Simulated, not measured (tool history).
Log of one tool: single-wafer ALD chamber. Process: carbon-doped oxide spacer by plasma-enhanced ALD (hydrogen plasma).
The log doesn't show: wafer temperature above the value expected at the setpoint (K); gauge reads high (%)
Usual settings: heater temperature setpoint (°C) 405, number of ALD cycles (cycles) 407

run    hour  heater temperature setpoint (°C)  number of ALD cycles (cycles)  wafers since the last listed run  hours since the last thermocouple change  hours since the gauge calibration  read-back reference wafer on the same gauge, thickness_nm  mean film thickness on the monitor wafer (nm)
  1       0                               395                            470                                 0                                    1078.1                             1527.1                                                     19.904                                         23.617
  2    88.4                               395                            470                               110                                    1166.5                             1615.5                                                     19.895                                         23.559
  3   145.3                               405                            367                                71                                    1223.4                             1672.4                                                     19.901                                         18.228
  4   223.3                               405                            440                                97                                    1301.4                             1750.4                                                      19.89                                         21.872
  5   313.6                               405                            382                               112                                    1391.7                             1840.7                                                     19.899                                         19.112
  6   395.7                               405                            382                               102                                    1473.8                             1922.8                                                     19.906                                         19.131
  7   484.3                               405                            382                               110                                    1562.4                             2011.4                                                     19.896                                          19.05
  8     558                               405                            407                                91                                    1636.1                             2085.1                                                     19.902                                          20.36
  9   618.2                               405                            407                                75                                    1696.3                             2145.3                                                     19.908                                         20.346
 10   680.3                               400                            466                                77                                    1758.4                             2207.4                                                     19.917                                         23.333
 11   785.9                               405                            407                               131                                      1864                               2313                                                       19.9                                         20.463
 12   861.6                               405                            407                                94                                    1939.7                             2388.7                                                     19.905                                         20.449
 13   966.5                               405                            407                               130                                    2044.6                             2493.6                                                     19.889                                         20.429
     1057.6  -- thermocouple changed; heater temperature recalibrated
 14  1071.8                               411                            407                               121                                      14.2                             2598.9                                                     19.901                                         19.711
 15  1157.3                               411                            407                               106                                      99.7                             2684.4                                                      19.91                                          19.59
 16  1231.4                               411                            407                                92                                     173.8                             2758.5                                                     19.906                                         19.612
 17    1338                               405                            407                               133                                     280.4                             2865.1                                                     19.898                                         20.036
 18  1415.5                               405                            407                                96                                     357.9                             2942.6                                                     19.904                                          20.15
 19  1484.2                               405                            407                                85                                     426.6                             3011.3                                                     19.909                                          19.92
 20  1569.1                               405                            407                               105                                     511.5                             3096.2                                                     19.909                                         19.912
 21  1624.8                               405                            407                                69                                     567.2                             3151.9                                                     19.889                                         20.028
 22  1668.5                               405                            407                                54                                     610.9                             3195.6                                                     19.907                                         20.083
 23  1765.2                               405                            407                               120                                     707.6                             3292.3                                                     19.907                                         20.051
 24  1836.6                               405                            407                                89                                       779                             3363.7                                                     19.907                                         20.013
 25  1904.5                               415                            458                                84                                     846.9                             3431.6                                                     19.909                                         21.829
 26  1956.9                               398                            407                                65                                     899.3                               3484                                                     19.896                                         20.413
 27  2024.4                               405                            438                                84                                     966.8                             3551.5                                                     19.907                                         21.616
 28  2079.8                               416                            407                                69                                    1022.2                             3606.9                                                     19.918                                         19.286
 29  2127.2                               391                            337                                59                                    1069.6                             3654.3                                                     19.894                                          16.84
     2145.6  -- gauge calibrated
 30  2202.9                               395                            488                                94                                    1145.3                               57.3                                                     19.895                                         24.291
 31  2306.8                               391                            358                               129                                    1249.2                              161.2                                                     19.904                                         17.923
 32  2412.9                               411                            375                               132                                    1355.3                              267.3                                                     19.899                                         18.227
 33  2520.2                               405                            407                               133                                    1462.6                              374.6                                                     19.893                                         20.283
 34  2572.7                               405                            407                                65                                    1515.1                              427.1                                                     19.893                                         20.142
 35  2684.5                               405                            407                               139                                    1626.9                              538.9                                                     19.893                                         20.269
 36  2790.8                               397                            407                               132                                    1733.2                              645.2                                                     19.914                                         20.449
     2806.7  -- thermocouple changed; heater temperature recalibrated
 37  2856.9                               411                            461                                72                                      50.2                              711.3                                                     19.909                                         22.306
 38  2946.1                               413                            407                               111                                     139.4                              800.5                                                     19.891                                          19.54
 39  2986.5                               405                            407                                50                                     179.8                              840.9                                                      19.89                                         20.067
 40  3066.5                               405                            407                                99                                     259.8                              920.9                                                     19.907                                         20.261
 41  3157.4                               419                            431                               113                                     350.7                             1011.8                                                     19.903                                         20.228
 42  3232.1                               391                            473                                93                                     425.4                             1086.5                                                       19.9                                         23.798
 43  3296.8                               417                            480                                80                                     490.1                             1151.2                                                     19.903                                         22.724
 44  3367.7                               405                            407                                88                                       561                             1222.1                                                     19.887                                         20.128
 45  3403.8                               405                            407                                45                                     597.1                             1258.2                                                     19.903                                         20.214
 46  3489.3                               397                            367                               106                                     682.6                             1343.7                                                     19.887                                         18.403
 47  3571.6                               410                            468                               102                                     764.9                               1426                                                     19.904                                         22.681

How the hidden state differs across the entries between the runs, from the last listed run before each to the first after it:
Between runs 13 and 14: thermocouple changed; heater temperature recalibrated (hour 1057.6)
  wafer temperature above the value expected at the setpoint (K): -6.47 -> 0.889
  measured less the result without the state, mean film thickness on the monitor wafer (nm): +0.306 -> -0.062
Between runs 29 and 30: gauge calibrated (hour 2145.6)
  wafer temperature above the value expected at the setpoint (K): -0.736 -> -0.974
  measured less the result without the state, mean film thickness on the monitor wafer (nm): +0 -> +0
Between runs 36 and 37: thermocouple changed; heater temperature recalibrated (hour 2806.7)
  wafer temperature above the value expected at the setpoint (K): -3.38 -> -0.0594
  measured less the result without the state, mean film thickness on the monitor wafer (nm): +0 -> +0.005
